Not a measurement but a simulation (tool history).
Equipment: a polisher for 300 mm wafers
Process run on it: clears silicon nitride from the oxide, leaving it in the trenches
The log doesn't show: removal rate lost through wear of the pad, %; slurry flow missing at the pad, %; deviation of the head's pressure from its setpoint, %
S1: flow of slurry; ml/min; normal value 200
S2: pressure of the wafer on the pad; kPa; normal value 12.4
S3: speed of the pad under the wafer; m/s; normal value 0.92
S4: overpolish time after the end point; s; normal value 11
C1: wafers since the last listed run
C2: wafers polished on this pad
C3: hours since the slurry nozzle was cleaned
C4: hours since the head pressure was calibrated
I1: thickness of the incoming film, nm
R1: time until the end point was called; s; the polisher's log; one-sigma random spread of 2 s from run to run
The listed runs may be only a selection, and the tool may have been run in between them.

run     day   S1    S2    S3  S4   C1   C2     C3     C4    I1     R1
  1   0.000  200  12.4  0.92  11    0  672  175.2  105.4  64.6  134.1
  2   0.733  200  12.4  0.92  11  148  820  192.8  123.0  65.1  138.1
      1.183  -- worn pad replaced by a new one
  3   1.204  200  12.4  0.92  11   61    4  204.1  134.3  65.8  138.6
  4   1.675  200  12.4  0.92  11   95   99  215.4  145.6  64.9  136.0
  5   2.367  200  12.4  0.92  11  139  239  232.0  162.2  64.5  136.2
  6   2.738  200  12.4  0.92  16   74  313  240.9  171.1  64.6  136.5
  7   3.362  200  12.4  0.92  16  126  440  255.9  186.1  65.6  138.0
  8   4.075  200  12.4  0.92  11  143  583  273.0  203.2  64.1  133.3
  9   4.558  200  10.3  0.92  11   97  681  284.6  214.8  65.1  165.4
 10   5.200  200  10.3  0.92  11  129  810  300.0  230.2  65.3  161.4
 11   5.829  200  10.3  0.92  11  127  938  315.1  245.3  65.2  163.4
      6.408  -- worn pad replaced by a new one
 12   6.533  200  12.4  0.92  11  108   24  332.0  262.2  65.6  134.1
 13   7.142  200  12.4  0.92  11  122  147  346.6  276.8  66.1  139.7
 14   7.838  155   9.7  0.92  11  140  288  363.3  293.5  64.7  183.4
 15   8.271  155   9.7  0.92  11   87  375  373.7  303.9  64.8  183.8
 16   8.612  200  12.4  0.92  11   68  444  381.9  312.1  63.6  135.6
 17  10.042  200  12.4  0.92  11  288  733  416.2  346.4  64.9  139.0
 18  10.458  200   9.0  0.92  15   84  817  426.2  356.4  65.0  183.6
     10.892  -- head pressure recalibrated
 19  11.154  200  15.9  0.92   9  123  940  442.9    6.3  65.8  106.3
     12.054  -- worn pad replaced by a new one
 20  12.075  165  11.0  0.92  11  152    4  465.0   28.4  65.9  162.5
     12.233  -- slurry nozzle cleaned
 21  12.562  230  12.4  0.92  11   89   94    7.9   40.1  65.0  135.6
 22  12.942  200  12.4  0.92  11   76  171   17.0   49.2  64.6  144.0
 23  13.508  200  12.4  0.92  11  114  285   30.6   62.8  65.0  145.9
 24  14.179  200  12.4  1.18  11  135  420   46.7   78.9  64.9  117.9
 25  14.646  200  12.4  0.82  11   94  515   57.9   90.1  64.9  163.0
 26  15.042  200  12.4  0.92  17   79  594   67.4   99.6  66.4  159.2
 27  15.312  160   9.7  0.76  16   54  649   73.9  106.1  65.9  253.9
     15.921  -- slurry nozzle cleaned, repeated, since the last time left the tool worse
 28  16.050  200   9.0  0.92   5  140  790    3.1  123.8  65.2  179.1
     17.088  -- worn pad replaced by a new one
 29  17.429  235  13.8  1.18  16  244   69   36.2  156.9  65.1   93.9
 30  17.892  235  11.0  0.92  11   93  162   47.3  168.0  64.5  141.0
 31  18.575  200  12.4  0.92  11  137  300   63.7  184.4  65.5  133.0
 32  18.854  200  15.9  1.08  11   56  356   70.4  191.1  65.4   89.7
 33  19.429  265  12.4  0.92  11  116  473   84.2  204.9  65.3  127.6
 34  20.150  200   9.7  0.92  18  145  618  101.5  222.2  63.6  163.8

Consider 4 possible next runs. They are alternatives, not a sequence: every one starts from the tool as it was left by run 34. What does each give?
  A  20.171  200  12.4  0.92  11   4  622  102.0  222.7  64.9   ?
  B  20.171  200  14.5  1.12  11   4  622  102.0  222.7  64.9   ?
  C  20.171  200  16.5  0.82  11   4  622  102.0  222.7  64.9   ?
  D  20.171  200  15.2  1.24   7   4  622  102.0  222.7  64.9   ?

run     R1
  A  130.4
  B   94.0
  C  109.5
  D   81.8
With the hidden condition removed and each run's random variation left untouched, the same runs would have given:
run     R1
  A  127.4
  B   91.9
  C  107.0
  D   80.0
